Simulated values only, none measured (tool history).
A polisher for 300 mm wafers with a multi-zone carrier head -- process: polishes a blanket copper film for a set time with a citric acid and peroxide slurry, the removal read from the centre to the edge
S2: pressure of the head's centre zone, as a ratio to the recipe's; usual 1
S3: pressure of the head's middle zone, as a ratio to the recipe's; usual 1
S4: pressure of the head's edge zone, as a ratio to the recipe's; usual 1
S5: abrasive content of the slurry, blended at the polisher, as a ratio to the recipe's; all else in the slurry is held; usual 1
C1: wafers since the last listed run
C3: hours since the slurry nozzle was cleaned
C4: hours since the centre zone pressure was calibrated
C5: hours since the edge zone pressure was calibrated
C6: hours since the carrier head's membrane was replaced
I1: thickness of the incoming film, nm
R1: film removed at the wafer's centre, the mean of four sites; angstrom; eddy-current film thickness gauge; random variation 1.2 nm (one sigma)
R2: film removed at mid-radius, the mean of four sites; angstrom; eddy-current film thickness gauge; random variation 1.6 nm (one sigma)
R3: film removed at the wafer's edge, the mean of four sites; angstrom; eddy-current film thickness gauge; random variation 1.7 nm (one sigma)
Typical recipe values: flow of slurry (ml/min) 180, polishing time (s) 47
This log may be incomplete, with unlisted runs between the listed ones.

Run 1, hour 0: usual settings but polishing time (s) 38; C1 0; wafers polished on this pad 774; C3 284.7; C4 1472.8; C5 164.1; C6 697.8; I1 511.4. Result: R1 1217 angstrom, R2 1249 angstrom, R3 1211 angstrom.
Run 2, hour 11.7: usual settings but polishing time (s) 38; C1 125; wafers polished on this pad 900; C3 296.4; C4 1484.5; C5 175.8; C6 709.5; I1 513.6. Result: R1 1236 angstrom, R2 1268 angstrom, R3 1264 angstrom.
Run 3, hour 17.9: usual settings; C1 66; wafers polished on this pad 966; C3 302.6; C4 1490.7; C5 182; C6 715.7; I1 506.6. Result: R1 1529 angstrom, R2 1584 angstrom, R3 1552 angstrom.
At hour 27.5: worn pad replaced by a new one.
At hour 28.1: centre zone pressure recalibrated.
Run 4, hour 40.3: usual settings; C1 191; wafers polished on this pad 131; C3 325; C4 12.2; C5 204.4; C6 738.1; I1 504.7. Result: R1 1547 angstrom, R2 1542 angstrom, R3 1552 angstrom.
At hour 46.7: slurry nozzle cleaned.
Run 5, hour 47.3: usual settings; C1 64; wafers polished on this pad 195; C3 0.6; C4 19.2; C5 211.4; C6 745.1; I1 503.2. Result: R1 1518 angstrom, R2 1566 angstrom, R3 1518 angstrom.
Run 6, hour 57.2: usual settings; C1 106; wafers polished on this pad 301; C3 10.5; C4 29.1; C5 221.3; C6 755; I1 503.9. Result: R1 1521 angstrom, R2 1579 angstrom, R3 1545 angstrom.
Run 7, hour 67.4: usual settings but S2 1.06; C1 109; wafers polished on this pad 411; C3 20.7; C4 39.3; C5 231.5; C6 765.2; I1 513. Result: R1 1620 angstrom, R2 1555 angstrom, R3 1512 angstrom.
Run 8, hour 78.5: usual settings but S4 1.04, polishing time (s) 39; C1 119; wafers polished on this pad 530; C3 31.8; C4 50.4; C5 242.6; C6 776.3; I1 504.7. Result: R1 1255 angstrom, R2 1294 angstrom, R3 1295 angstrom.
Run 9, hour 85.5: usual settings but flow of slurry (ml/min) 130, S4 1.05, S5 0.9, polishing time (s) 60; C1 75; wafers polished on this pad 605; C3 38.8; C4 57.4; C5 249.6; C6 783.3; I1 508.9. Result: R1 1747 angstrom, R2 1812 angstrom, R3 1866 angstrom.
Run 10, hour 95.8: usual settings; C1 110; wafers polished on this pad 715; C3 49.1; C4 67.7; C5 259.9; C6 793.6; I1 519.4. Result: R1 1527 angstrom, R2 1595 angstrom, R3 1562 angstrom.
At hour 112.5: edge zone pressure recalibrated.
At hour 115.3: worn pad replaced by a new one.
At hour 116: carrier head's membrane replaced by a new one.
Run 11, hour 116.5: usual settings but S2 0.94, S4 0.97, S5 0.8; C1 162; wafers polished on this pad 5; C3 69.8; C4 88.4; C5 4; C6 0.5; I1 506.8. Result: R1 1404 angstrom, R2 1498 angstrom, R3 1419 angstrom.
Run 12, hour 140.6: usual settings but S2 1.07, S5 0.85; C1 258; wafers polished on this pad 263; C3 93.9; C4 112.5; C5 28.1; C6 24.6; I1 509.6. Result: R1 1571 angstrom, R2 1486 angstrom, R3 1495 angstrom.
Run 13, hour 151.1: usual settings but S2 0.92, polishing time (s) 52; C1 112; wafers polished on this pad 376; C3 104.4; C4 123; C5 38.6; C6 35.1; I1 515.5. Result: R1 1557 angstrom, R2 1743 angstrom, R3 1688 angstrom.
Run 14, hour 158.9: usual settings but S4 1.1, polishing time (s) 58; C1 83; wafers polished on this pad 459; C3 112.2; C4 130.8; C5 46.4; C6 42.9; I1 504. Result: R1 1865 angstrom, R2 1937 angstrom, R3 1933 angstrom.
Run 15, hour 175.9: usual settings; C1 182; wafers polished on this pad 642; C3 129.2; C4 147.8; C5 63.4; C6 59.9; I1 507.4. Result: R1 1506 angstrom, R2 1567 angstrom, R3 1524 angstrom.
Run 16, hour 193.8: usual settings but flow of slurry (ml/min) 215, S2 1.09, S3 0.94, S4 0.93; C1 191; wafers polished on this pad 834; C3 147.1; C4 165.7; C5 81.3; C6 77.8; I1 514.2. Result: R1 1698 angstrom, R2 1550 angstrom, R3 1512 angstrom.
Run 17, hour 201.9: usual settings; C1 86; wafers polished on this pad 921; C3 155.2; C4 173.8; C5 89.4; C6 85.9; I1 505.6. Result: R1 1512 angstrom, R2 1565 angstrom, R3 1520 angstrom.
Run 18, hour 211: usual settings but flow of slurry (ml/min) 225, S3 0.9; C1 97; wafers polished on this pad 1018; C3 164.3; C4 182.9; C5 98.5; C6 95; I1 505.7. Result: R1 1588 angstrom, R2 1507 angstrom, R3 1573 angstrom.
At hour 215.1: worn pad replaced by a new one.
Run 19, hour 225.7: usual settings; C1 114; wafers polished on this pad 113; C3 179; C4 197.6; C5 113.2; C6 109.7; I1 508.2. Result: R1 1540 angstrom, R2 1552 angstrom, R3 1533 angstrom.
Run 20, hour 242.3: usual settings but flow of slurry (ml/min) 120, S3 0.9, S4 0.89, S5 1.15; C1 178; wafers polished on this pad 291; C3 195.6; C4 214.2; C5 129.8; C6 126.3; I1 512.2. Result: R1 1436 angstrom, R2 1351 angstrom, R3 1416 angstrom.
Run 21, hour 256.7: usual settings but S3 1.07, polishing time (s) 35; C1 154; wafers polished on this pad 446; C3 210; C4 228.6; C5 144.2; C6 140.7; I1 510.4. Result: R1 1140 angstrom, R2 1221 angstrom, R3 1147 angstrom.

Predict each of these 5 candidate next runs independently; none follows another, all start after run 21:
Run A, hour 257.1: usual settings but S4 0.92; C1 4; wafers polished on this pad 450; C3 210.4; C4 229; C5 144.6; C6 141.1; I1 509.2. Result: R1 ?, R2 ?, R3 ?.
Run B, hour 257.1: usual settings but S2 1.12; C1 4; wafers polished on this pad 450; C3 210.4; C4 229; C5 144.6; C6 141.1; I1 509.2. Result: R1 ?, R2 ?, R3 ?.
Run C, hour 257.1: usual settings but flow of slurry (ml/min) 215, S2 0.96, S4 0.96; C1 4; wafers polished on this pad 450; C3 210.4; C4 229; C5 144.6; C6 141.1; I1 509.2. Result: R1 ?, R2 ?, R3 ?.
Run D, hour 257.1: usual settings but polishing time (s) 39; C1 4; wafers polished on this pad 450; C3 210.4; C4 229; C5 144.6; C6 141.1; I1 509.2. Result: R1 ?, R2 ?, R3 ?.
Run E, hour 257.1: usual settings but flow of slurry (ml/min) 150, S4 1.05; C1 4; wafers polished on this pad 450; C3 210.4; C4 229; C5 144.6; C6 141.1; I1 509.2. Result: R1 ?, R2 ?, R3 ?.

run    R1    R2    R3
  A  1511  1574  1477
  B  1681  1573  1536
  C  1501  1619  1538
  D  1254  1306  1275
  E  1451  1519  1533
Take away the tool's hidden state, keep each run's random variation, and the runs would have read:
run    R1    R2    R3
  A  1511  1574  1477
  B  1681  1573  1536
  C  1501  1619  1538
  D  1254  1306  1275
  E  1451  1519  1533
